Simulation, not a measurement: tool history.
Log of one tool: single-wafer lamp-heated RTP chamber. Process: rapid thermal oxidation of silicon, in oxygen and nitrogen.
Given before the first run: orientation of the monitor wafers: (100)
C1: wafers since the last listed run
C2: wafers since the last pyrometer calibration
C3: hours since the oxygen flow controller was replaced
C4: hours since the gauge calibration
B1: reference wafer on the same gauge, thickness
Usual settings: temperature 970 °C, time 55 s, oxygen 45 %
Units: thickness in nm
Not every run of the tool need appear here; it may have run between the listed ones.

run 1 hour=0 | temperature=970 time=55 oxygen=45 | C1=0 C2=6455 C3=1835.4 C4=303.4 | B1=3.201 | thickness=3.733
-- hour=7.5 gauge calibrated
run 2 hour=17.7 | temperature=970 time=55 oxygen=45 | C1=169 C2=6625 C3=1853.1 C4=10.2 | B1=3.2 | thickness=3.737
run 3 hour=29.9 | temperature=970 time=55 oxygen=45 | C1=116 C2=6741 C3=1865.3 C4=22.4 | B1=3.198 | thickness=3.724
run 4 hour=37.4 | temperature=992 time=55 oxygen=45 | C1=71 C2=6813 C3=1872.8 C4=29.9 | B1=3.2 | thickness=4.327
run 5 hour=51.1 | temperature=992 time=55 oxygen=45 | C1=131 C2=6944 C3=1886.5 C4=43.6 | B1=3.202 | thickness=4.311
run 6 hour=57.9 | temperature=992 time=55 oxygen=45 | C1=65 C2=7009 C3=1893.3 C4=50.4 | B1=3.201 | thickness=4.293
run 7 hour=71.5 | temperature=970 time=48 oxygen=45 | C1=130 C2=7140 C3=1906.9 C4=64 | B1=3.205 | thickness=3.545
run 8 hour=89.1 | temperature=970 time=39 oxygen=45 | C1=168 C2=7308 C3=1924.5 C4=81.6 | B1=3.203 | thickness=3.288
run 9 hour=115.4 | temperature=970 time=39 oxygen=45 | C1=251 C2=7560 C3=1950.8 C4=107.9 | B1=3.201 | thickness=3.311
run 10 hour=125.3 | temperature=970 time=39 oxygen=45 | C1=94 C2=7654 C3=1960.7 C4=117.8 | B1=3.202 | thickness=3.307
run 11 hour=138.8 | temperature=970 time=66 oxygen=45 | C1=129 C2=7784 C3=1974.2 C4=131.3 | B1=3.201 | thickness=4.041
run 12 hour=145 | temperature=970 time=66 oxygen=45 | C1=59 C2=7843 C3=1980.4 C4=137.5 | B1=3.201 | thickness=4.021
-- hour=154.7 oxygen flow controller replaced
run 13 hour=192.7 | temperature=970 time=66 oxygen=45 | C1=379 C2=8223 C3=38 C4=185.2 | B1=3.2 | thickness=4.027
run 14 hour=199.8 | temperature=970 time=55 oxygen=45 | C1=67 C2=8291 C3=45.1 C4=192.3 | B1=3.2 | thickness=3.742
-- hour=215.8 pyrometer window cleaned and pyrometer calibrated
run 15 hour=216.3 | temperature=963 time=55 oxygen=45 | C1=81 C2=5 C3=61.6 C4=208.8 | B1=3.198 | thickness=3.46
run 16 hour=223.8 | temperature=970 time=55 oxygen=45 | C1=71 C2=76 C3=69.1 C4=216.3 | B1=3.201 | thickness=3.613
run 17 hour=240.2 | temperature=970 time=55 oxygen=45 | C1=156 C2=233 C3=85.5 C4=232.7 | B1=3.201 | thickness=3.612
run 18 hour=247.8 | temperature=948 time=55 oxygen=73 | C1=72 C2=306 C3=93.1 C4=240.3 | B1=3.199 | thickness=3.618
run 19 hour=263.4 | temperature=970 time=55 oxygen=65 | C1=149 C2=455 C3=108.7 C4=255.9 | B1=3.201 | thickness=4.008
run 20 hour=274.2 | temperature=981 time=76 oxygen=32 | C1=103 C2=559 C3=119.5 C4=266.7 | B1=3.197 | thickness=3.988
run 21 hour=290 | temperature=945 time=39 oxygen=36 | C1=151 C2=710 C3=135.3 C4=282.5 | B1=3.198 | thickness=2.744
-- hour=304.6 gauge calibrated
run 22 hour=307.4 | temperature=970 time=55 oxygen=45 | C1=166 C2=877 C3=152.7 C4=2.8 | B1=3.204 | thickness=3.612
run 23 hour=324 | temperature=990 time=55 oxygen=45 | C1=158 C2=1035 C3=169.3 C4=19.4 | B1=3.2 | thickness=4.083
run 24 hour=336.1 | temperature=955 time=33 oxygen=17 | C1=115 C2=1151 C3=181.4 C4=31.5 | B1=3.2 | thickness=2.459
run 25 hour=352.3 | temperature=989 time=65 oxygen=21 | C1=155 C2=1306 C3=197.6 C4=47.7 | B1=3.201 | thickness=3.504
run 26 hour=361.6 | temperature=970 time=55 oxygen=24 | C1=89 C2=1395 C3=206.9 C4=57 | B1=3.201 | thickness=3.107
run 27 hour=374 | temperature=970 time=55 oxygen=45 | C1=118 C2=1514 C3=219.3 C4=69.4 | B1=3.201 | thickness=3.648
run 28 hour=383.8 | temperature=970 time=65 oxygen=45 | C1=93 C2=1608 C3=229.1 C4=79.2 | B1=3.202 | thickness=3.841
run 29 hour=397.7 | temperature=945 time=44 oxygen=62 | C1=133 C2=1741 C3=243 C4=93.1 | B1=3.198 | thickness=3.159
run 30 hour=407.9 | temperature=970 time=42 oxygen=57 | C1=97 C2=1838 C3=253.2 C4=103.3 | B1=3.2 | thickness=3.527
run 31 hour=415.4 | temperature=970 time=55 oxygen=45 | C1=71 C2=1910 C3=260.7 C4=110.8 | B1=3.2 | thickness=3.634
run 32 hour=429.7 | temperature=970 time=77 oxygen=45 | C1=136 C2=2047 C3=275 C4=125.1 | B1=3.2 | thickness=4.139
run 33 hour=440.8 | temperature=970 time=48 oxygen=45 | C1=106 C2=2153 C3=286.1 C4=136.2 | B1=3.198 | thickness=3.462

Each row is a separate what-if for the run after 33, all from the same tool condition, not one after another. Results?
run A hour=441.2 | temperature=970 time=55 oxygen=45 | C1=3 C2=2157 C3=286.5 C4=136.6 | B1=? | thickness=?
run B hour=441.2 | temperature=970 time=42 oxygen=31 | C1=3 C2=2157 C3=286.5 C4=136.6 | B1=? | thickness=?
run C hour=441.2 | temperature=970 time=44 oxygen=45 | C1=3 C2=2157 C3=286.5 C4=136.6 | B1=? | thickness=?
run D hour=441.2 | temperature=961 time=30 oxygen=28 | C1=3 C2=2157 C3=286.5 C4=136.6 | B1=? | thickness=?
run E hour=441.2 | temperature=997 time=79 oxygen=56 | C1=3 C2=2157 C3=286.5 C4=136.6 | B1=? | thickness=?

run=A B1=3.2 thickness=3.624
run=B B1=3.2 thickness=3.02
run=C B1=3.2 thickness=3.347
run=D B1=3.2 thickness=2.611
run=E B1=3.2 thickness=5.406
Take away the tool's hidden state, keep each run's random variation, and the runs would have read:
run=A thickness=3.592
run=B thickness=2.999
run=C thickness=3.319
run=D thickness=2.598
run=E thickness=5.35
